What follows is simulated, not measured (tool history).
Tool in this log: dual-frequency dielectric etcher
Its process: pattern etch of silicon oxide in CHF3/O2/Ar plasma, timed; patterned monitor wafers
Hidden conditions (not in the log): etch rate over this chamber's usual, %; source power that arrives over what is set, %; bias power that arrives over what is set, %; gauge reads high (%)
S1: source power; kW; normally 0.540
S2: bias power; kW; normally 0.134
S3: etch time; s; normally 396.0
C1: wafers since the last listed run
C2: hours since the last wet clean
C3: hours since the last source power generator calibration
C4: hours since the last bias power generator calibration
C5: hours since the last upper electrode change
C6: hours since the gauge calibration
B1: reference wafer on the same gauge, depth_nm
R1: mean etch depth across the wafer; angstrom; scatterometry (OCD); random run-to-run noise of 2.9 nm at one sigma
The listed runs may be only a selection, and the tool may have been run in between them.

run    hour     S1     S2     S3   C1     C2      C3      C4      C5     C6     B1    R1
  1     0.0  0.540  0.134  396.0    0  268.0  2891.4  1474.8  5302.4  123.2  684.6  5745
       76.9  -- wet clean of the chamber
  2    87.7  0.540  0.134  396.0  217   10.8  2979.1  1562.5  5390.1  210.9  684.6  6044
  3   179.2  0.540  0.134  396.0  312  102.3  3070.6  1654.0  5481.6  302.4  684.6  6039
  4   255.4  0.540  0.134  396.0  260  178.5  3146.8  1730.2  5557.8  378.6  684.0  5942
  5   354.7  0.540  0.134  396.0  339  277.8  3246.1  1829.5  5657.1  477.9  684.5  5850
  6   401.4  0.540  0.134  396.0  159  324.5  3292.8  1876.2  5703.8  524.6  683.6  5865
  7   483.2  0.540  0.134  396.0  279  406.3  3374.6  1958.0  5785.6  606.4  684.5  5816
      510.1  -- wet clean of the chamber
  8   529.0  0.540  0.134  396.0   74   18.9  3420.4  2003.8  5831.4  652.2  684.1  6065
      593.3  -- gauge calibrated
      625.9  -- upper electrode replaced
  9   626.4  0.540  0.134  396.0  250  116.3  3517.8  2101.2     0.5   33.1  684.3  6004
 10   727.6  0.540  0.154  468.5  345  217.5  3619.0  2202.4   101.7  134.3  685.5  7558
      731.8  -- bias power generator calibrated
 11   804.5  0.670  0.106  485.5  248  294.4  3695.9    72.7   178.6  211.2  683.4  6992
      852.5  -- wet clean of the chamber
 12   853.0  0.480  0.165  396.0   83    0.5  3744.4   121.2   227.1  259.7  683.7  6312
 13   902.4  0.540  0.134  396.0  168   49.9  3793.8   170.6   276.5  309.1  684.1  5953
 14   952.7  0.410  0.134  428.0  171  100.2  3844.1   220.9   326.8  359.4  682.4  5565
      979.3  -- source power generator calibrated
     1185.6  -- wet clean of the chamber
 15  1239.7  0.540  0.134  396.0  884   54.1   260.4   507.9   613.8  646.4  683.7  5991
 16  1288.0  0.490  0.148  364.0  164  102.4   308.7   556.2   662.1  694.7  683.8  5480
 17  1335.9  0.500  0.103  493.0  163  150.3   356.6   604.1   710.0  742.6  682.7  6190
     1369.9  -- gauge calibrated
 18  1421.1  0.540  0.134  396.0  290  235.5   441.8   689.3   795.2   51.2  683.9  5829

5 ways to go on from here, each from the tool as it stands after run 18. What would each give?
  A  1421.6  0.540  0.134  396.0   1  236.0  442.3  689.8  795.7  51.7   ?   ?
  B  1421.6  0.540  0.134  348.0   1  236.0  442.3  689.8  795.7  51.7   ?   ?
  C  1421.6  0.540  0.168  316.0   1  236.0  442.3  689.8  795.7  51.7   ?   ?
  D  1421.6  0.460  0.154  346.0   1  236.0  442.3  689.8  795.7  51.7   ?   ?
  E  1421.6  0.620  0.121  511.0   1  236.0  442.3  689.8  795.7  51.7   ?   ?

run     B1    R1
  A  684.3  5826
  B  684.3  5120
  C  684.3  5202
  D  684.3  5071
  E  684.3  7600
Without the tool's hidden state the same runs would have given:
run    R1
  A  6042
  B  5309
  C  5395
  D  5259
  E  7881
